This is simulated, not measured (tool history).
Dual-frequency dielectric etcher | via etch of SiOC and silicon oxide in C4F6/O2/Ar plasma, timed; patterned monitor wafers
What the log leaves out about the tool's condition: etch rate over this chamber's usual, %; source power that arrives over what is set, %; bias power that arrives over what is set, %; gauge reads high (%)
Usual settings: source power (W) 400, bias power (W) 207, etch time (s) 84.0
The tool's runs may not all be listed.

run,hour,source power (W),bias power (W),etch time (s),wafers since the last listed run,hours since the last wet clean,hours since the last source power generator calibration,hours since the last bias power generator calibration,hours since the last upper electrode change,hours since the gauge calibration,"read-back reference wafer on the same gauge, depth_nm",mean etch depth across the wafer (Å)
1,0.0,400,207,84.0,0,158.2,1750.6,2905.7,3672.7,470.8,104.1,995
2,45.2,370,207,84.0,436,203.4,1795.8,2950.9,3717.9,516.0,104.1,978
3,142.3,370,207,84.0,937,300.5,1892.9,3048.0,3815.0,613.1,104.1,977
4,179.7,400,207,84.0,360,337.9,1930.3,3085.4,3852.4,650.5,104.2,1001
# hour 279.5: wet clean of the chamber
5,280.0,400,207,84.0,736,0.5,2030.6,3185.7,3952.7,750.8,104.1,999
6,587.2,400,207,84.0,2964,307.7,2337.8,3492.9,4259.9,1058.0,104.1,1000
7,623.9,400,221,84.0,354,344.4,2374.5,3529.6,4296.6,1094.7,104.1,1019
8,674.1,400,221,84.0,484,394.6,2424.7,3579.8,4346.8,1144.9,104.1,1021
9,770.9,400,221,84.0,934,491.4,2521.5,3676.6,4443.6,1241.7,104.0,1025
# hour 786.4: source power generator calibrated
# hour 808.3: wet clean of the chamber
10,847.4,400,207,84.0,488,39.1,61.0,3753.1,4520.1,1318.2,104.1,993
11,924.7,400,207,84.0,746,116.4,138.3,3830.4,4597.4,1395.5,104.0,989
# hour 1019.1: gauge calibrated
12,1049.2,400,207,69.0,1201,240.9,262.8,3954.9,4721.9,30.1,104.2,815
13,1154.4,400,207,84.0,1015,346.1,368.0,4060.1,4827.1,135.3,104.0,991
14,1192.0,400,207,84.0,362,383.7,405.6,4097.7,4864.7,172.9,104.2,996
# hour 1367.3: wet clean of the chamber
# hour 1420.5: bias power generator calibrated
15,1489.0,450,163,90.5,2596,121.7,702.6,68.5,5161.7,469.9,104.1,1019
# hour 1581.8: upper electrode replaced
16,1582.3,440,160,72.5,668,215.0,795.9,161.8,0.5,563.2,104.1,807
17,1649.3,310,170,63.0,646,282.0,862.9,228.8,67.5,630.2,104.1,655
18,1694.3,400,207,108.5,434,327.0,907.9,273.8,112.5,675.2,104.1,1290
19,1752.8,400,207,84.0,564,385.5,966.4,332.3,171.0,733.7,104.1,997
20,1835.4,400,207,84.0,797,468.1,1049.0,414.9,253.6,816.3,104.2,997
# hour 1873.5: wet clean of the chamber
21,1942.7,460,207,84.0,803,69.2,1156.3,522.2,360.9,923.6,104.2,1035
22,2008.8,340,169,96.5,637,135.3,1222.4,588.3,427.0,989.7,104.1,1027
23,2077.4,400,207,84.0,662,203.9,1291.0,656.9,495.6,1058.3,104.2,1003
24,2149.1,400,185,84.0,691,275.6,1362.7,728.6,567.3,1130.0,104.0,964
# hour 2180.9: gauge calibrated
25,2204.6,360,190,69.0,535,331.1,1418.2,784.1,622.8,23.7,104.1,775
26,2251.0,450,207,84.0,447,377.5,1464.6,830.5,669.2,70.1,104.2,1035
27,2352.0,480,207,93.0,974,478.5,1565.6,931.5,770.2,171.1,104.1,1166
# hour 2399.4: wet clean of the chamber
28,2446.5,330,193,62.5,680,47.1,1660.1,1026.0,864.7,265.6,104.1,693
29,2536.1,480,240,103.5,864,136.7,1749.7,1115.6,954.3,355.2,104.1,1362

For some of the steps in mean etch depth across the wafer (Å) from one run to the next: how much would appear even if the tool had no hidden state, given the settings, what came in and random variation, and how much remains for the hidden state plus any gauge scatter that the measured result and the result without hidden state don't share?
Run 9 -> 10: bias power (W) 221 -> 207, source power generator calibrated, wet clean of the chamber. mean etch depth across the wafer (Å) -32: hidden state -8, all else -24.
Run 17 -> 18: source power (W) 310 -> 400, bias power (W) 170 -> 207, etch time (s) 63.0 -> 108.5. mean etch depth across the wafer (Å) +635: hidden state +8, all else +627.
Run 28 -> 29: source power (W) 330 -> 480, bias power (W) 193 -> 240, etch time (s) 62.5 -> 103.5. mean etch depth across the wafer (Å) +669: hidden state +9, all else +660.

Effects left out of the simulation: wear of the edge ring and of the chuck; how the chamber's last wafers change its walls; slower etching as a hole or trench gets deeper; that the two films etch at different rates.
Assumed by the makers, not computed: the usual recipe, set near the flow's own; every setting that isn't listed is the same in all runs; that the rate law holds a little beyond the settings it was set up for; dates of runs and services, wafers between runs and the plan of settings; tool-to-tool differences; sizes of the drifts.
